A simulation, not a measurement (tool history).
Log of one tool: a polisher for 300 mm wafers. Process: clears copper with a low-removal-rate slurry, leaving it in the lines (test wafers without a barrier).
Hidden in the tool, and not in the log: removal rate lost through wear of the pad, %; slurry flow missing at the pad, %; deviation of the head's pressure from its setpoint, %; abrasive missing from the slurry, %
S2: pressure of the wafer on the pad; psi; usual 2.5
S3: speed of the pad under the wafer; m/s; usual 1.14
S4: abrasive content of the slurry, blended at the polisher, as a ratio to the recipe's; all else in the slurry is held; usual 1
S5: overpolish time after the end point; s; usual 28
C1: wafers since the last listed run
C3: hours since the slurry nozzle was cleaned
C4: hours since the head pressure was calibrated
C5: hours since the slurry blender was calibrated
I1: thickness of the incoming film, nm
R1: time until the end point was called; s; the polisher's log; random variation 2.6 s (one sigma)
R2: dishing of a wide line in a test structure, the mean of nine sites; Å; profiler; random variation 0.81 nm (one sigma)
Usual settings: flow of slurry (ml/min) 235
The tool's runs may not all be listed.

Run 1, hour 0: usual settings; C1 0; wafers polished on this pad 1172; C3 263.3; C4 1143; C5 35.5; I1 325. Result: R1 148.4 s, R2 353 Å.
At hour 4.6: worn pad replaced by a new one.
Run 2, hour 28.2: usual settings but flow of slurry (ml/min) 285; C1 209; wafers polished on this pad 204; C3 291.5; C4 1171.2; C5 63.7; I1 319.6. Result: R1 133.4 s, R2 356 Å.
Run 3, hour 44.8: usual settings but flow of slurry (ml/min) 285; C1 143; wafers polished on this pad 348; C3 308.1; C4 1187.8; C5 80.3; I1 323.3. Result: R1 135.5 s, R2 361 Å.
Run 4, hour 71.6: usual settings but S4 0.8, S5 18 s; C1 232; wafers polished on this pad 580; C3 334.9; C4 1214.6; C5 107.1; I1 321.6. Result: R1 151.5 s, R2 249 Å.
Run 5, hour 91.5: usual settings but S4 0.8, S5 18 s; C1 172; wafers polished on this pad 753; C3 354.8; C4 1234.5; C5 127; I1 319. Result: R1 155.8 s, R2 249 Å.
Run 6, hour 122.7: usual settings; C1 270; wafers polished on this pad 1023; C3 386; C4 1265.7; C5 158.2; I1 320. Result: R1 146.4 s, R2 353 Å.
Run 7, hour 138.6: usual settings; C1 137; wafers polished on this pad 1161; C3 401.9; C4 1281.6; C5 174.1; I1 323.8. Result: R1 153.6 s, R2 349 Å.
At hour 157.7: worn pad replaced by a new one.
Run 8, hour 160.3: usual settings; C1 153; wafers polished on this pad 22; C3 423.6; C4 1303.3; C5 195.8; I1 319.3. Result: R1 138.3 s, R2 375 Å.
Run 9, hour 193.6: usual settings; C1 288; wafers polished on this pad 310; C3 456.9; C4 1336.6; C5 229.1; I1 318.8. Result: R1 143.2 s, R2 353 Å.
Run 10, hour 214.5: usual settings; C1 181; wafers polished on this pad 491; C3 477.8; C4 1357.5; C5 250; I1 320.3. Result: R1 142.6 s, R2 342 Å.
Run 11, hour 233.6: usual settings; C1 165; wafers polished on this pad 657; C3 496.9; C4 1376.6; C5 269.1; I1 322.1. Result: R1 150 s, R2 359 Å.
Run 12, hour 252.9: usual settings; C1 167; wafers polished on this pad 824; C3 516.2; C4 1395.9; C5 288.4; I1 320.2. Result: R1 146.9 s, R2 368 Å.
Run 13, hour 266.7: usual settings; C1 119; wafers polished on this pad 944; C3 530; C4 1409.7; C5 302.2; I1 321.8. Result: R1 143.7 s, R2 358 Å.
Run 14, hour 290.5: usual settings but S2 3 psi, S5 34 s; C1 206; wafers polished on this pad 1150; C3 553.8; C4 1433.5; C5 326; I1 322.7. Result: R1 125.7 s, R2 449 Å.
Run 15, hour 304.2: usual settings; C1 118; wafers polished on this pad 1269; C3 567.5; C4 1447.2; C5 339.7; I1 318.2. Result: R1 150.3 s, R2 350 Å.
At hour 316.3: worn pad replaced by a new one.
At hour 336.4: slurry blender recalibrated.
Run 16, hour 336.7: usual settings but flow of slurry (ml/min) 290, S3 1.46 m/s; C1 229; wafers polished on this pad 159; C3 600; C4 1479.7; C5 0.3; I1 322.9. Result: R1 107.1 s, R2 432 Å.
At hour 343.8: head pressure recalibrated.
Run 17, hour 367.6: usual settings; C1 250; wafers polished on this pad 410; C3 630.9; C4 23.8; C5 31.2; I1 314.6. Result: R1 138.2 s, R2 357 Å.
Run 18, hour 400.9: usual settings; C1 288; wafers polished on this pad 698; C3 664.2; C4 57.1; C5 64.5; I1 319. Result: R1 146.6 s, R2 353 Å.
Run 19, hour 421.1: usual settings; C1 175; wafers polished on this pad 873; C3 684.4; C4 77.3; C5 84.7; I1 322. Result: R1 145.4 s, R2 351 Å.
At hour 428.7: slurry nozzle cleaned.
Run 20, hour 449.8: usual settings; C1 240; wafers polished on this pad 1114; C3 21.1; C4 106; C5 113.4; I1 318.5. Result: R1 150.4 s, R2 342 Å.
At hour 481.6: worn pad replaced by a new one.
Run 21, hour 551.4: usual settings but S3 1.28 m/s, S5 19 s; C1 845; wafers polished on this pad 605; C3 122.7; C4 207.6; C5 215; I1 322.7. Result: R1 131.5 s, R2 280 Å.
Run 22, hour 584.7: usual settings but S2 1.9 psi, S3 1.3 m/s; C1 288; wafers polished on this pad 893; C3 156; C4 240.9; C5 248.3; I1 317.2. Result: R1 164.8 s, R2 315 Å.
Run 23, hour 604.8: usual settings but S3 1.48 m/s, S5 43 s; C1 174; wafers polished on this pad 1068; C3 176.1; C4 261; C5 268.4; I1 324.3. Result: R1 114.6 s, R2 524 Å.
At hour 639.6: worn pad replaced by a new one.
Run 24, hour 640.1: usual settings but S2 2.1 psi, S3 1.24 m/s, S5 12 s; C1 271; wafers polished on this pad 4; C3 211.4; C4 296.3; C5 303.7; I1 317.6. Result: R1 146.1 s, R2 180 Å.
At hour 659.5: slurry blender recalibrated.
Run 25, hour 674.8: usual settings but S2 3.2 psi; C1 283; wafers polished on this pad 287; C3 246.1; C4 331; C5 15.3; I1 319.9. Result: R1 112.9 s, R2 425 Å.
At hour 782.5: worn pad replaced by a new one.
Run 26, hour 783: usual settings but S3 1.28 m/s; C1 903; wafers polished on this pad 4; C3 354.3; C4 439.2; C5 123.5; I1 314.1. Result: R1 116.4 s, R2 419 Å.

4 ways to go on from here, each from the tool as it stands after run 26. What would each give?
Run A, hour 783.5: usual settings but S3 1.32 m/s; C1 4; wafers polished on this pad 8; C3 354.8; C4 439.7; C5 124; I1 324.5. Result: R1 ?, R2 ?.
Run B, hour 783.5: usual settings but flow of slurry (ml/min) 265; C1 4; wafers polished on this pad 8; C3 354.8; C4 439.7; C5 124; I1 324.5. Result: R1 ?, R2 ?.
Run C, hour 783.5: usual settings but flow of slurry (ml/min) 290, S2 3.1 psi, S3 0.86 m/s, S4 0.75; C1 4; wafers polished on this pad 8; C3 354.8; C4 439.7; C5 124; I1 324.5. Result: R1 ?, R2 ?.
Run D, hour 783.5: usual settings but S2 2.2 psi, S3 1.4 m/s, S5 19 s; C1 4; wafers polished on this pad 8; C3 354.8; C4 439.7; C5 124; I1 324.5. Result: R1 ?, R2 ?.

run     R1   R2
  A  117.2  412
  B  132.4  380
  C    147  358
  D  125.2  296
Without the tool's hidden state the same runs would have given:
run     R1   R2
  A  115.9  415
  B    131  382
  C  145.5  361
  D  123.8  299

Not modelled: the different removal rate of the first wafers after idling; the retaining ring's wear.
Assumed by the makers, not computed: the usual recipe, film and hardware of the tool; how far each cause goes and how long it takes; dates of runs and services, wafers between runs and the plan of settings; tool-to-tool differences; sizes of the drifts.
